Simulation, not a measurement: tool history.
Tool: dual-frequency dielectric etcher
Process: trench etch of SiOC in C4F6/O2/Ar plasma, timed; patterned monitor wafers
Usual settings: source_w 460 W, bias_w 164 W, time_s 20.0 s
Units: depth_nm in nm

run   hour  source_w  bias_w  time_s  read-back reference wafer on the same gauge, depth_nm  depth_nm
  1    0.0       460     164    20.0                                                  50.60     45.89
  2   26.4       460     164    20.0                                                  50.58     45.72
      98.7  -- wet clean of the chamber
  3   99.2       460     164    20.0                                                  50.52     45.90
  4  143.7       460     164    20.0                                                  50.56     45.70
     262.2  -- gauge calibrated
  5  337.7       460     164    20.0                                                  51.27     46.67
  6  369.7       460     164    20.0                                                  51.15     46.32
     394.2  -- bias power generator calibrated
     432.0  -- wet clean of the chamber
     443.7  -- source power generator calibrated
     473.3  -- upper electrode replaced
  7  515.6       460     164    20.0                                                  50.76     45.91
  8  542.0       460     164    20.0                                                  50.79     45.71
  9  580.2       510     164    20.0                                                  50.71     47.59
 10  609.9       510     164    20.0                                                  50.66     48.07
 11  640.6       460     164    20.0                                                  50.54     46.16
 12  684.3       490     125    15.5                                                  50.53     34.30
 13  728.5       380     153    22.5                                                  50.53     47.37
 14  777.9       500     201    17.0                                                  50.54     41.78
 15  803.1       540     183    17.0                                                  50.50     42.28
     849.2  -- wet clean of the chamber
 16  849.7       500     150    18.5                                                  50.53     42.58

Hidden state or all else? Some run-to-run changes of depth_nm, split into what the settings, what came in and random variation would give without the hidden state, and what is left for the hidden state (with any gauge scatter that isn't in both results):
The hidden state here: etch rate over this chamber's usual, %; source power that arrives over what is set, %; bias power that arrives over what is set, %; gauge reads high (%).
Run 4 -> 5: gauge calibrated. depth_nm +0.97 nm: hidden state +0.70, all else +0.27.
Run 12 -> 13: source_w 490 -> 380, bias_w 125 -> 153, time_s 15.5 -> 22.5. depth_nm +13.07 nm: hidden state -0.31, all else +13.38.
